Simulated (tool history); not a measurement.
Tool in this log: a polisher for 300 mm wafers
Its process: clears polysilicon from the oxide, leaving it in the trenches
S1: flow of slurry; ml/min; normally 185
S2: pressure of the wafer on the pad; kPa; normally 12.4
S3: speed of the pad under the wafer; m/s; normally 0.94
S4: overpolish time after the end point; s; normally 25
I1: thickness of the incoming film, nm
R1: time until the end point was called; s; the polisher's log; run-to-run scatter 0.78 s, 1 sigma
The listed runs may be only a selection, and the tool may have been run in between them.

{"run": 1, "day": 0.0, "S1": 145, "S2": 12.4, "S3": 0.94, "S4": 25, "I1": 336.9, "R1": 47.5}
{"run": 2, "day": 0.292, "S1": 145, "S2": 12.4, "S3": 0.94, "S4": 25, "I1": 333.4, "R1": 46.9}
{"run": 3, "day": 2.008, "S1": 145, "S2": 12.4, "S3": 0.94, "S4": 25, "I1": 335.6, "R1": 47.5}
{"run": 4, "day": 2.325, "S1": 185, "S2": 12.4, "S3": 0.94, "S4": 25, "I1": 339.1, "R1": 45.1}
{"run": 5, "day": 3.025, "S1": 185, "S2": 12.4, "S3": 0.94, "S4": 25, "I1": 343.5, "R1": 45.9}
{"run": 6, "day": 3.625, "S1": 185, "S2": 12.4, "S3": 0.94, "S4": 25, "I1": 335.7, "R1": 45.5}
{"run": 7, "day": 4.025, "S1": 185, "S2": 11.7, "S3": 0.94, "S4": 30, "I1": 340.9, "R1": 46.2}
{"run": 8, "day": 4.733, "S1": 235, "S2": 12.4, "S3": 0.94, "S4": 25, "I1": 340, "R1": 44.4}
{"day": 4.908, "done": "worn pad replaced by a new one"}
{"run": 9, "day": 5.221, "S1": 235, "S2": 12.4, "S3": 0.94, "S4": 25, "I1": 337.6, "R1": 41.7}
{"day": 5.583, "done": "slurry nozzle cleaned"}
{"run": 10, "day": 5.712, "S1": 185, "S2": 12.4, "S3": 0.94, "S4": 25, "I1": 335.7, "R1": 47.9}
{"run": 11, "day": 6.096, "S1": 185, "S2": 12.4, "S3": 0.94, "S4": 25, "I1": 339.2, "R1": 48.7}
{"day": 6.262, "done": "head pressure recalibrated"}
{"run": 12, "day": 6.546, "S1": 185, "S2": 12.4, "S3": 1.06, "S4": 25, "I1": 347.3, "R1": 44.3}
{"run": 13, "day": 6.917, "S1": 185, "S2": 12.4, "S3": 0.94, "S4": 25, "I1": 339, "R1": 50.2}
{"run": 14, "day": 7.25, "S1": 185, "S2": 12.4, "S3": 0.94, "S4": 32, "I1": 334.6, "R1": 50.1}
{"run": 15, "day": 7.767, "S1": 185, "S2": 12.4, "S3": 0.94, "S4": 25, "I1": 336.8, "R1": 51.2}
{"day": 8.058, "done": "slurry nozzle cleaned, repeated, since the last time left the tool worse"}
{"run": 16, "day": 8.079, "S1": 165, "S2": 12.4, "S3": 0.94, "S4": 25, "I1": 334.3, "R1": 42.2}
{"run": 17, "day": 9.567, "S1": 185, "S2": 12.4, "S3": 0.94, "S4": 29, "I1": 341, "R1": 41.7}
{"run": 18, "day": 10.296, "S1": 130, "S2": 14.5, "S3": 1.14, "S4": 12, "I1": 341.3, "R1": 34.9}
{"run": 19, "day": 11.004, "S1": 120, "S2": 15.2, "S3": 0.86, "S4": 17, "I1": 337.6, "R1": 43.6}
{"run": 20, "day": 11.312, "S1": 185, "S2": 12.4, "S3": 0.94, "S4": 25, "I1": 346.6, "R1": 42.5}
{"day": 11.9, "done": "worn pad replaced by a new one"}
{"run": 21, "day": 11.921, "S1": 140, "S2": 12.4, "S3": 0.94, "S4": 39, "I1": 343.8, "R1": 47.1}
{"run": 22, "day": 12.375, "S1": 235, "S2": 9.7, "S3": 0.72, "S4": 33, "I1": 336.8, "R1": 64.1}
{"run": 23, "day": 12.867, "S1": 185, "S2": 12.4, "S3": 0.68, "S4": 31, "I1": 346.3, "R1": 62}
{"run": 24, "day": 13.162, "S1": 185, "S2": 12.4, "S3": 0.94, "S4": 25, "I1": 337.6, "R1": 43.9}
{"run": 25, "day": 13.892, "S1": 140, "S2": 12.4, "S3": 0.94, "S4": 21, "I1": 340.5, "R1": 45.6}

4 options for the next run, each taken on its own from the tool as it stands now. Forecast them:
{"run": "A", "day": 13.908, "S1": 185, "S2": 12.4, "S3": 0.94, "S4": 25, "I1": 338.6, "R1": "?"}
{"run": "B", "day": 13.908, "S1": 145, "S2": 12.4, "S3": 1.18, "S4": 25, "I1": 338.6, "R1": "?"}
{"run": "C", "day": 13.908, "S1": 185, "S2": 12.4, "S3": 0.94, "S4": 15, "I1": 338.6, "R1": "?"}
{"run": "D", "day": 13.908, "S1": 240, "S2": 12.4, "S3": 1.24, "S4": 25, "I1": 338.6, "R1": "?"}

run=A R1=43.2
run=B R1=36.3
run=C R1=43.2
run=D R1=31.4
Stripped of hidden state, with their random variation kept, the same runs would have yielded:
run=A R1=42.1
run=B R1=35
run=C R1=42.1
run=D R1=30.8
